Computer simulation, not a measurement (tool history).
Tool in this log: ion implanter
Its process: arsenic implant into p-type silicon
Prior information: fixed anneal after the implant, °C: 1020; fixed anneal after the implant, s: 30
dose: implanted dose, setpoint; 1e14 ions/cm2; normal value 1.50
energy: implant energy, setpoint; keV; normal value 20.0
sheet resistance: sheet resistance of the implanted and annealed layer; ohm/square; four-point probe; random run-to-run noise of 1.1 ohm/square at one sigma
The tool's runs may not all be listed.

run	day	dose	energy	read-back reference wafer on the same gauge, sheet resistance	sheet resistance
1	0.000	1.83	23.5	568.41	428.58
2	1.062	1.50	20.0	568.25	509.63
3	2.504	1.50	20.0	568.09	507.61
4	3.288	1.50	20.0	567.73	506.71
5	4.142	1.41	20.0	567.34	530.84
6	4.808	1.41	20.0	567.19	530.29
7	5.333	1.50	20.0	567.52	507.10
8	6.483	1.50	20.0	566.91	506.83
9	7.700	1.28	23.5	566.30	554.68
10	8.500	1.28	23.5	566.34	554.62
11	9.854	1.50	23.5	566.29	495.37
12	11.192	1.50	23.5	565.51	494.83
13	12.242	1.50	23.5	565.54	493.92
14	13.612	1.84	22.0	564.81	427.90
# day 14.112: gauge calibrated
15	14.633	1.50	20.0	569.10	508.55
16	15.979	1.50	20.0	569.60	509.49
17	17.175	1.77	18.0	568.90	457.26
18	18.342	1.83	23.5	569.38	428.77
# day 19.600: extraction supply calibrated
19	20.442	1.50	20.0	568.95	509.32
20	21.292	1.09	15.0	568.90	672.30
21	22.738	1.94	22.0	568.95	413.55
22	23.442	1.87	16.5	568.86	444.57
# day 27.083: Faraday cup replaced and dose calibrated
23	27.104	1.50	20.0	568.41	508.77
24	27.583	1.50	20.0	568.30	507.76
25	28.538	1.62	16.5	567.94	493.77
26	29.554	1.22	26.5	568.42	564.84
27	30.929	1.12	20.0	568.23	628.76
28	31.488	1.50	20.0	567.56	508.24
29	34.221	1.22	24.5	567.52	571.44
30	35.504	1.21	15.0	567.29	621.75

What will run 31 give?
31	36.421	1.29	20.0	?	?

{"run 31": {"read-back reference wafer on the same gauge, sheet resistance": 567.29, "sheet resistance": 566.49}}
The same run, on a tool lacking any hidden state, would have yielded sheet resistance 569.41 ohm/square.
